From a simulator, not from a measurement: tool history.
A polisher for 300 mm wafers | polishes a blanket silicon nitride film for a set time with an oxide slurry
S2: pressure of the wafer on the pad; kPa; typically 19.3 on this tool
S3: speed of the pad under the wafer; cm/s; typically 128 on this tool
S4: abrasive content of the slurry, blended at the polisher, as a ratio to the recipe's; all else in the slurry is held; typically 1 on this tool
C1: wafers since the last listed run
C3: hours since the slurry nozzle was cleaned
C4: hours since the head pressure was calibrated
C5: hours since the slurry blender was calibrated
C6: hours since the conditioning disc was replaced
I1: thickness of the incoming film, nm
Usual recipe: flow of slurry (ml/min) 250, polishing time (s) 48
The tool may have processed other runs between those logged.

Run 1, day 0: usual settings; C1 0; wafers polished on this pad 594; C3 201.7; C4 559.4; C5 191.6; C6 149.6; I1 450.6. Result: film removed (nm) 30.1.
Run 2, day 2.783: usual settings; C1 748; wafers polished on this pad 1342; C3 268.5; C4 626.2; C5 258.4; C6 216.4; I1 447.6. Result: film removed (nm) 30.
At day 2.962: slurry nozzle cleaned.
Run 3, day 4.133: usual settings; C1 351; wafers polished on this pad 1693; C3 28.1; C4 658.6; C5 290.8; C6 248.8; I1 441.2. Result: film removed (nm) 30.2.
At day 5.646: head pressure recalibrated.
Run 4, day 7.338: usual settings; C1 838; wafers polished on this pad 2532; C3 105; C4 40.6; C5 367.7; C6 325.7; I1 453.5. Result: film removed (nm) 30.3.
At day 8.179: worn pad replaced by a new one.
At day 9.571: slurry blender recalibrated.
Run 5, day 9.871: usual settings; C1 613; wafers polished on this pad 432; C3 165.8; C4 101.4; C5 7.2; C6 386.5; I1 445.7. Result: film removed (nm) 30.
Run 6, day 12.2: usual settings but flow of slurry (ml/min) 300; C1 626; wafers polished on this pad 1058; C3 221.7; C4 157.3; C5 63.1; C6 442.4; I1 449.7. Result: film removed (nm) 30.4.
At day 13.483: slurry nozzle cleaned.
Run 7, day 14.846: usual settings but flow of slurry (ml/min) 300; C1 699; wafers polished on this pad 1758; C3 32.7; C4 220.8; C5 126.6; C6 505.9; I1 452.2. Result: film removed (nm) 30.3.
Run 8, day 16.062: usual settings but flow of slurry (ml/min) 300; C1 327; wafers polished on this pad 2085; C3 61.9; C4 250; C5 155.8; C6 535.1; I1 447.9. Result: film removed (nm) 30.5.
At day 18.483: worn pad replaced by a new one.
Run 9, day 18.967: usual settings but polishing time (s) 55; C1 735; wafers polished on this pad 130; C3 131.6; C4 319.7; C5 225.5; C6 604.8; I1 447.9. Result: film removed (nm) 33.9.
At day 19.554: conditioning disc replaced and pad reconditioned.
Run 10, day 20.471: usual settings; C1 381; wafers polished on this pad 512; C3 167.7; C4 355.8; C5 261.6; C6 22; I1 450.7. Result: film removed (nm) 31.1.
Run 11, day 22.392: usual settings; C1 516; wafers polished on this pad 1028; C3 213.8; C4 401.9; C5 307.7; C6 68.1; I1 444.7. Result: film removed (nm) 30.8.
Run 12, day 24.879: usual settings but polishing time (s) 43; C1 668; wafers polished on this pad 1697; C3 273.5; C4 461.6; C5 367.4; C6 127.8; I1 446.3. Result: film removed (nm) 27.4.
At day 25.221: slurry nozzle cleaned.
Run 13, day 27.533: usual settings but flow of slurry (ml/min) 320, polishing time (s) 62; C1 702; wafers polished on this pad 2399; C3 55.5; C4 525.3; C5 431.1; C6 191.5; I1 448.8. Result: film removed (nm) 39.7.
At day 29.517: slurry blender recalibrated.
Run 14, day 29.692: usual settings but flow of slurry (ml/min) 175, S2 16.5 kPa, polishing time (s) 58; C1 557; wafers polished on this pad 2956; C3 107.3; C4 577.1; C5 4.2; C6 243.3; I1 452. Result: film removed (nm) 30.
At day 31.458: worn pad replaced by a new one.
Run 15, day 31.479: usual settings but flow of slurry (ml/min) 180, S3 98 cm/s, S4 0.8, polishing time (s) 54; C1 435; wafers polished on this pad 5; C3 150.2; C4 620; C5 47.1; C6 286.2; I1 451.6. Result: film removed (nm) 24.6.
At day 34.908: head pressure recalibrated.
At day 36.792: slurry nozzle cleaned.
Run 16, day 40.325: usual settings but flow of slurry (ml/min) 170, S2 26.2 kPa; C1 2343; wafers polished on this pad 2349; C3 84.8; C4 130; C5 259.4; C6 498.5; I1 457.5. Result: film removed (nm) 37.6.
Run 17, day 41.371: usual settings but S3 92 cm/s, S4 1.3; C1 281; wafers polished on this pad 2630; C3 109.9; C4 155.1; C5 284.5; C6 523.6; I1 443.7. Result: film removed (nm) 28.8.
Run 18, day 43.888: usual settings but S2 22.8 kPa, polishing time (s) 63; C1 676; wafers polished on this pad 3307; C3 170.3; C4 215.5; C5 344.9; C6 584; I1 451.8. Result: film removed (nm) 46.1.
At day 44.092: worn pad replaced by a new one.
At day 44.833: conditioning disc replaced and pad reconditioned.
Run 19, day 45.242: usual settings but flow of slurry (ml/min) 170, S2 26.2 kPa; C1 296; wafers polished on this pad 286; C3 202.8; C4 248; C5 377.4; C6 9.8; I1 455. Result: film removed (nm) 39.7.
At day 46.188: slurry blender recalibrated.
At day 47.542: slurry nozzle cleaned.
Run 20, day 47.562: usual settings but flow of slurry (ml/min) 175, S2 16.5 kPa, polishing time (s) 58; C1 590; wafers polished on this pad 876; C3 0.5; C4 303.7; C5 33; C6 65.5; I1 445.5. Result: film removed (nm) 30.4.
Run 21, day 50.112: usual settings but S4 0.75; C1 685; wafers polished on this pad 1561; C3 61.7; C4 364.9; C5 94.2; C6 126.7; I1 448.6. Result: film removed (nm) 25.4.
Run 22, day 53.504: usual settings but S2 13.8 kPa; C1 911; wafers polished on this pad 2473; C3 143.1; C4 446.3; C5 175.6; C6 208.1; I1 451.6. Result: film removed (nm) 21.7.
At day 55.158: worn pad replaced by a new one.
Run 23, day 55.954: usual settings but flow of slurry (ml/min) 320, S4 1.2, polishing time (s) 62; C1 613; wafers polished on this pad 213; C3 201.9; C4 505.1; C5 234.4; C6 266.9; I1 444. Result: film removed (nm) 43.3.
At day 57.779: slurry nozzle cleaned.
Run 24, day 58.442: usual settings but flow of slurry (ml/min) 175, S2 16.5 kPa, polishing time (s) 58; C1 657; wafers polished on this pad 871; C3 15.9; C4 564.8; C5 294.1; C6 326.6; I1 449.9. Result: film removed (nm) 29.7.

The same runs without the tool's hidden state, with the same run-to-run variation:
Hidden state at play: removal rate lost through wear of the pad, %; slurry flow missing at the pad, %; deviation of the head's pressure from its setpoint, %; abrasive missing from the slurry, %; time polished since the conditioner stopped cutting, s.
run  film removed (nm)
  1               31.1
  2               31.2
  3               31.5
  4               31.8
  5               31.6
  6                 32
  7               31.9
  8               32.2
  9               35.8
 10               31.3
 11               31.3
 12               28.1
 13               41.1
 14                 31
 15               25.5
 16               40.2
 17                 30
 18               48.9
 19               40.4
 20               31.1
 21               26.3
 22               22.4
 23               45.5
 24               31.1
